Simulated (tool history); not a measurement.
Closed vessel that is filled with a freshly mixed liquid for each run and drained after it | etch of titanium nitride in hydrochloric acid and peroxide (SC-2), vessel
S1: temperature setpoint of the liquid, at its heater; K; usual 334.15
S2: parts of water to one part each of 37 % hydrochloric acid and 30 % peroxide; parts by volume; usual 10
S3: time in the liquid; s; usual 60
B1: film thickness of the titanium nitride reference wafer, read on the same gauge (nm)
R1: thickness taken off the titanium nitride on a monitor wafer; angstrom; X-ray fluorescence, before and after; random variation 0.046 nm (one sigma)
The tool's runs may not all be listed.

run	hour	S1	S2	S3	B1	R1
1	0	342.15	10	70	50.002	84.69
2	28.3	342.15	10	70	49.958	85.46
3	74.7	334.15	11	60	49.992	41.66
4	102.9	334.15	10	60	50.004	44.04
# hour 165.7: gauge calibrated
5	168.2	334.15	11.5	60	50.022	40.08
6	195.8	334.15	11.5	60	49.986	39.68
7	221.5	328.65	10	60	49.988	31.91
8	264.7	325.65	7	45	49.979	25.88
# hour 276.2: chemicals flow meter replaced
9	299.2	334.15	10	60	50.028	49.14
10	343.8	334.15	7	90	50.031	99.51
11	369.3	334.15	6.5	30	50.017	34.85
12	400.4	329.15	6.5	85	49.951	71.73
13	426.1	334.15	10	60	49.981	48.69
14	490.8	334.15	7.5	30	50.008	31
15	527	342.65	14	85	50.043	87.22
16	584.7	337.65	8	60	49.965	72.63
17	608.8	340.15	7.5	60	49.996	89.99
18	677.6	334.15	10	60	50.009	49.08
# hour 690.2: new drum of peroxide connected
# hour 712.4: thermometer replaced
19	823.8	327.15	14	30	49.972	11.55
20	882.3	326.65	10	30	49.977	14.89
21	923.8	334.15	10	60	49.939	47.38
22	952	334.15	7.5	30	50.021	30.31
23	977.7	324.65	7	90	49.991	52.3
24	1034.3	337.65	15	70	49.984	48.71
25	1103.4	324.15	12	60	49.979	21.52
26	1135.1	334.15	10	60	49.963	47.88
27	1206.3	334.15	10	75	50.053	60.02
28	1236.8	336.65	13	40	49.99	29.18

5 ways to go on from here, each from the tool as it stands after run 28. What would each give?
A	1237.5	334.15	10	60	?	?
B	1237.5	341.15	10	80	?	?
C	1237.5	334.15	6	85	?	?
D	1237.5	334.15	6	60	?	?
E	1237.5	334.15	10	70	?	?

run	B1	R1
A	49.98	47.71
B	49.98	97.54
C	49.98	101.92
D	49.98	71.94
E	49.98	55.66
Without the tool's hidden state the same runs would have given:
run	R1
A	50.43
B	103.12
C	107.17
D	75.65
E	58.84
